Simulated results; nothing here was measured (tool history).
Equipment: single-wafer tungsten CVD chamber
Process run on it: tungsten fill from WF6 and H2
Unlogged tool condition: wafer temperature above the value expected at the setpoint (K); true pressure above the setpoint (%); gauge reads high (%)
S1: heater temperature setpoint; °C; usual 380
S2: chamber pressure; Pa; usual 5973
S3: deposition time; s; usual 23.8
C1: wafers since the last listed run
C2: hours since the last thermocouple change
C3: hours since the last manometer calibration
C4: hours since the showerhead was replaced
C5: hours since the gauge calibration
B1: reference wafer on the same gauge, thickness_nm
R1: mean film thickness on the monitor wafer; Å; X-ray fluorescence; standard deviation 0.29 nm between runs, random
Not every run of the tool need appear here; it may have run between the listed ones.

| run | hour | S1 | S2 | S3 | C1 | C2 | C3 | C4 | C5 | B1 | R1 |
|---|---|---|---|---|---|---|---|---|---|---|---|
| 1 | 0.0 | 380 | 7133 | 23.8 | 0 | 2035.0 | 2740.8 | 3390.8 | 242.8 | 51.006 | 688.09 |
| 2 | 12.2 | 380 | 5973 | 23.8 | 265 | 2047.2 | 2753.0 | 3403.0 | 255.0 | 51.085 | 637.64 |
| 3 | 25.1 | 380 | 5973 | 23.8 | 281 | 2060.1 | 2765.9 | 3415.9 | 267.9 | 50.972 | 642.45 |
| 4 | 40.1 | 380 | 5973 | 25.0 | 326 | 2075.1 | 2780.9 | 3430.9 | 282.9 | 51.010 | 667.49 |
| 5 | 57.9 | 380 | 5973 | 25.0 | 387 | 2092.9 | 2798.7 | 3448.7 | 300.7 | 51.044 | 672.28 |
| 6 | 67.7 | 380 | 5973 | 25.0 | 213 | 2102.7 | 2808.5 | 3458.5 | 310.5 | 50.991 | 669.70 |
| 7 | 76.0 | 380 | 5973 | 23.8 | 180 | 2111.0 | 2816.8 | 3466.8 | 318.8 | 50.934 | 639.35 |
| 8 | 83.6 | 380 | 5973 | 23.8 | 165 | 2118.6 | 2824.4 | 3474.4 | 326.4 | 50.975 | 638.22 |
| 9 | 100.5 | 380 | 5973 | 23.8 | 368 | 2135.5 | 2841.3 | 3491.3 | 343.3 | 51.044 | 640.17 |
|  | 114.0 | gauge calibrated |
| 10 | 131.8 | 380 | 5973 | 23.8 | 682 | 2166.8 | 2872.6 | 3522.6 | 17.8 | 50.983 | 635.15 |
| 11 | 140.1 | 380 | 5973 | 23.8 | 180 | 2175.1 | 2880.9 | 3530.9 | 26.1 | 51.027 | 637.63 |
|  | 159.0 | capacitance manometer re-zeroed and calibrated |
| 12 | 159.5 | 380 | 5973 | 23.8 | 248 | 2194.5 | 0.5 | 3550.3 | 45.5 | 51.000 | 643.17 |
| 13 | 175.9 | 380 | 5973 | 23.8 | 357 | 2210.9 | 16.9 | 3566.7 | 61.9 | 50.960 | 644.73 |
|  | 195.6 | thermocouple changed; heater temperature recalibrated |
| 14 | 196.1 | 386 | 7039 | 25.3 | 265 | 0.5 | 37.1 | 3586.9 | 82.1 | 51.069 | 715.35 |
| 15 | 198.8 | 368 | 7093 | 27.1 | 58 | 3.2 | 39.8 | 3589.6 | 84.8 | 50.952 | 503.57 |
| 16 | 209.5 | 380 | 5973 | 23.8 | 233 | 13.9 | 50.5 | 3600.3 | 95.5 | 50.996 | 541.44 |
| 17 | 225.5 | 386 | 5066 | 27.1 | 348 | 29.9 | 66.5 | 3616.3 | 111.5 | 51.075 | 655.58 |
| 18 | 240.4 | 380 | 5253 | 26.2 | 324 | 44.8 | 81.4 | 3631.2 | 126.4 | 51.009 | 565.07 |
| 19 | 249.7 | 380 | 5973 | 23.8 | 202 | 54.1 | 90.7 | 3640.5 | 135.7 | 50.993 | 541.56 |
|  | 263.5 | showerhead replaced |
| 20 | 264.0 | 380 | 5973 | 23.8 | 137 | 68.4 | 105.0 | 0.5 | 150.0 | 51.017 | 540.98 |
| 21 | 266.9 | 366 | 5973 | 23.8 | 63 | 71.3 | 107.9 | 3.4 | 152.9 | 50.953 | 389.29 |
| 22 | 280.0 | 384 | 5973 | 23.8 | 285 | 84.4 | 121.0 | 16.5 | 166.0 | 50.931 | 596.43 |

For run 23, what comes out?
| 23 | 288.3 | 395 | 5226 | 23.8 | 180 | 92.7 | 129.3 | 24.8 | 174.3 | ? | ? |

Run 23 yielded B1 51.015, R1 714.32 Å.
Take away the tool's hidden state, keep the run-to-run variation as it was, and the same run would have given R1 730.67 Å.
